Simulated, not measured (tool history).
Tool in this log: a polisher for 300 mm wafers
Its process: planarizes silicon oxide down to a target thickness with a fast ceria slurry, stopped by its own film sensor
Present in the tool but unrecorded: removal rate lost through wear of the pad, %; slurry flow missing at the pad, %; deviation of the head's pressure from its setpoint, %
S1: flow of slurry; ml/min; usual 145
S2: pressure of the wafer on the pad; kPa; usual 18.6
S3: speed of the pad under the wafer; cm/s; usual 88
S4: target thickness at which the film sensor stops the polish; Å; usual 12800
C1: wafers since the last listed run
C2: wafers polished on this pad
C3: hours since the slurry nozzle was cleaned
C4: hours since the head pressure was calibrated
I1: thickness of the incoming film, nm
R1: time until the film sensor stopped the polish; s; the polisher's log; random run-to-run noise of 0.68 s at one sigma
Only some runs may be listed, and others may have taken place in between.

run     day   S1    S2   S3     S4    C1    C2     C3      C4      I1    R1
  1   0.000  145  18.6   88  12800     0   852  309.4   260.0  2139.4  60.1
  2   3.325  145  18.6   88  12800   465  1317  389.2   339.8  2159.8  61.8
  3   6.925  145  18.6   88  12800   503  1821  475.6   426.2  2126.1  58.0
     10.983  -- worn pad replaced by a new one
  4  11.246  145  18.6  106  12800   581    36  579.3   529.9  2156.2  55.8
  5  13.654  145  18.6  106  12800   337   374  637.1   587.7  2117.3  53.1
  6  17.392  145  18.6  106  12800   523   897  726.8   677.4  2181.6  56.4
  7  21.208  145  18.6   88  12800   534  1431  818.4   769.0  2115.0  59.7
     21.392  -- slurry nozzle cleaned
  8  23.021  145  18.6   88  12800   247  1679   39.1   812.5  2145.2  58.8
  9  26.238  145  18.6   88  12800   450  2129  116.3   889.7  2121.5  57.1
 10  28.088  145  15.2   88  12800   258  2388  160.7   934.1  2116.6  66.5
     31.012  -- worn pad replaced by a new one
 11  31.108  145  15.2   88  12800   399    13  233.2  1006.6  2154.8  68.8
 12  34.742  145  15.2   88  12800   508   521  320.4  1093.8  2111.5  65.0
 13  38.858  145  18.6   88  12800   576  1098  419.2  1192.6  2135.6  60.4
 14  41.696  145  18.6   88  12800   397  1495  487.3  1260.7  2145.5  61.1
 15  44.154  125  18.6   88  11170   344  1839  546.3  1319.7  2141.5  72.3
 16  48.250  175  18.6   88  12800   573  2412  644.6  1418.0  2180.0  61.0
     48.933  -- head pressure recalibrated
     51.221  -- worn pad replaced by a new one
 17  52.050  185  23.4   78  10190   496   116  735.8    74.8  2145.2  69.7
 18  53.733  185  13.1   88  12800   235   351  776.2   115.2  2129.1  73.7
     54.542  -- slurry nozzle cleaned
 19  55.771  145  23.4   62  14560   279   631   29.5   164.1  2119.3  47.1
 20  58.833  110  16.5   88  15660   428  1059  103.0   237.6  2177.1  47.0
 21  60.767  145  18.6   88  12800   270  1330  149.4   284.0  2131.3  59.4
 22  62.725  165  22.1   76  10030   274  1604  196.4   331.0  2161.5  76.9
 23  66.883  145  18.6  106  12800   582  2186  296.2   430.8  2096.3  50.3
     71.638  -- worn pad replaced by a new one
 24  75.754  100  18.6   88  12800  1218   576  509.1   643.7  2136.3  63.0
 25  79.800  145  18.6   88  12800   566  1142  606.2   740.8  2150.1  61.2
 26  81.571  145  23.4   62  14560   247  1390  648.7   783.3  2145.2  50.4
     85.900  -- slurry nozzle cleaned
 27  85.921  145  18.6   88  10400   603  1993    0.5   887.7  2151.9  75.7
     86.975  -- worn pad replaced by a new one
 28  88.888  165  18.6   88  11990   391   267   71.7   958.9  2122.1  61.2

What if the next run were any one of these 4? Each begins from the tool's condition after run 28:
  A  88.908  145  18.6   88  12800   2  270  72.2  959.4  2139.5   ?
  B  88.908  175  18.6  110  12800   2  270  72.2  959.4  2139.5   ?
  C  88.908  145  18.6  110  11360   2  270  72.2  959.4  2139.5   ?
  D  88.908  145  23.4   88  12800   2  270  72.2  959.4  2139.5   ?

run    R1
  A  60.1
  B  50.9
  C  60.9
  D  51.2
With no hidden state in the tool, these same runs would have given:
run    R1
  A  59.2
  B  50.3
  C  60.0
  D  50.5
